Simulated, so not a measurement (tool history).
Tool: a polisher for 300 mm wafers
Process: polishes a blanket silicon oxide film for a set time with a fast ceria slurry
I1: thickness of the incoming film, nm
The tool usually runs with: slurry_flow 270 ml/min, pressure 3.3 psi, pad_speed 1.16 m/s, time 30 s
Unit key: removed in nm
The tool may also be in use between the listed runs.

Run 1, hour 0: usual settings; I1 1807.7. Result: removed 506.2 nm.
Run 2, hour 60.6: usual settings but slurry_flow 210 ml/min, pad_speed 1.32 m/s; I1 1831.9. Result: removed 542.1 nm.
At hour 136.9: slurry nozzle cleaned.
Run 3, hour 161.7: usual settings but pressure 2.7 psi; I1 1837.8. Result: removed 405.6 nm.
At hour 201.6: worn pad replaced by a new one.
Run 4, hour 253.5: usual settings; I1 1843.8. Result: removed 504.4 nm.
Run 5, hour 354.4: usual settings; I1 1847. Result: removed 503.8 nm.
Run 6, hour 436.3: usual settings; I1 1859.8. Result: removed 493.1 nm.
Run 7, hour 476.7: usual settings but pad_speed 1.44 m/s, time 35 s; I1 1861. Result: removed 695.5 nm.
Run 8, hour 517.9: usual settings; I1 1881. Result: removed 491.6 nm.
At hour 546.4: worn pad replaced by a new one.
At hour 548.5: slurry nozzle cleaned.
Run 9, hour 580.4: usual settings; I1 1863.7. Result: removed 513.3 nm.
Run 10, hour 673.7: usual settings; I1 1860.7. Result: removed 508.9 nm.
Run 11, hour 748.9: usual settings; I1 1856.1. Result: removed 498 nm.
At hour 814.9: worn pad replaced by a new one.
Run 12, hour 815.4: usual settings but pad_speed 1.26 m/s, time 34 s; I1 1824.3. Result: removed 639.1 nm.
At hour 839.4: head pressure recalibrated.
At hour 905.6: slurry nozzle cleaned.
Run 13, hour 910.6: usual settings but slurry_flow 305 ml/min, pressure 2.1 psi; I1 1864.7. Result: removed 322.1 nm.
Run 14, hour 959.8: usual settings but pressure 2.9 psi; I1 1821.9. Result: removed 438.8 nm.
Run 15, hour 1032.3: usual settings but pressure 3.8 psi, pad_speed 1.44 m/s, time 26 s; I1 1848.8. Result: removed 600 nm.
Run 16, hour 1095.7: usual settings but slurry_flow 195 ml/min, pressure 4.4 psi, time 37 s; I1 1849.3. Result: removed 774 nm.
At hour 1164.5: worn pad replaced by a new one.
Run 17, hour 1166.2: usual settings but slurry_flow 310 ml/min, pressure 4.3 psi, pad_speed 1.44 m/s, time 25 s; I1 1835.2. Result: removed 717.5 nm.
At hour 1227.2: slurry nozzle cleaned.
Run 18, hour 1236.2: usual settings; I1 1872.6. Result: removed 513.1 nm.
Run 19, hour 1284.7: usual settings but pressure 3.7 psi, pad_speed 1.42 m/s; I1 1820.3. Result: removed 686.1 nm.
Run 20, hour 1357.5: usual settings but slurry_flow 205 ml/min, pressure 3.8 psi, pad_speed 1.02 m/s, time 24 s; I1 1860.2. Result: removed 398.6 nm.
Run 21, hour 1430.9: usual settings but slurry_flow 190 ml/min, pressure 2.6 psi, time 23 s; I1 1854. Result: removed 291.7 nm.
At hour 1483.7: worn pad replaced by a new one.
Run 22, hour 1486.1: usual settings but slurry_flow 345 ml/min, pressure 3.7 psi, pad_speed 1.28 m/s; I1 1848.6. Result: removed 659.3 nm.
Run 23, hour 1527.7: usual settings but pressure 3.7 psi, pad_speed 1.42 m/s; I1 1829.8. Result: removed 689.5 nm.
Run 24, hour 1566.6: usual settings but slurry_flow 340 ml/min, pad_speed 1.52 m/s; I1 1847.8. Result: removed 661.2 nm.

Hidden state, per run?
slurry flow missing at the pad, %: 0 at every run
deviation of the head's pressure from its setpoint, %: 0 at every run
H1: removal rate lost through wear of the pad, %
run     H1
  1   5.37
  2   6.28
  3   6.99
  4   4.12
  5   6.69
  6   7.55
  7   7.78
  8   7.94
  9   1.98
 10   4.88
 11   5.91
 12  0.784
 13   4.84
 14   5.86
 15   6.71
 16   7.09
 17   0.32
 18   3.59
 19   4.87
 20   5.95
 21   6.49
 22  0.627
 23   2.81
 24    4.2
